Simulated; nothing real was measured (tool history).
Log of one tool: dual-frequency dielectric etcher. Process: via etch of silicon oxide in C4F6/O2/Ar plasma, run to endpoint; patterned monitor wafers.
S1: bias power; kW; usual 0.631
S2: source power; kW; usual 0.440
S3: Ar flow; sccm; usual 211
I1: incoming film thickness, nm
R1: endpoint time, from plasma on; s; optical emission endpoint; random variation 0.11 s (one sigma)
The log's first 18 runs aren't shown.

run	hour	S1	S2	S3	I1	R1
19	1314.3	0.631	0.440	234	171.9	31.9
# hour 1415.9: wet clean of the chamber
20	1416.4	0.631	0.370	159	173.2	33.1
21	1457.6	0.631	0.440	211	172.6	32.5
22	1507.9	0.766	0.440	226	171.5	29.4
# hour 1541.8: bias power generator calibrated
23	1601.5	0.535	0.340	237	172.7	40.0
24	1648.7	0.631	0.440	211	171.7	31.9
25	1714.2	0.583	0.480	194	173.2	31.8
26	1807.8	0.704	0.440	258	173.6	31.1
# hour 2037.5: wet clean of the chamber
27	2038.0	0.631	0.440	211	171.8	32.4
28	2077.4	0.738	0.550	211	173.0	27.4
29	2175.4	0.570	0.380	187	174.0	35.6
30	2232.6	0.631	0.440	211	172.9	32.2

3 ways to go on from here, each from the tool as it stands after run 30. What would each give?
A	2233.0	0.631	0.440	167	173.7	?
B	2233.0	0.485	0.400	242	173.7	?
C	2233.0	0.745	0.480	180	173.7	?

run	R1
A	31.0
B	39.9
C	27.9
Without the tool's hidden state the same runs would have given:
run	R1
A	31.4
B	40.4
C	28.2
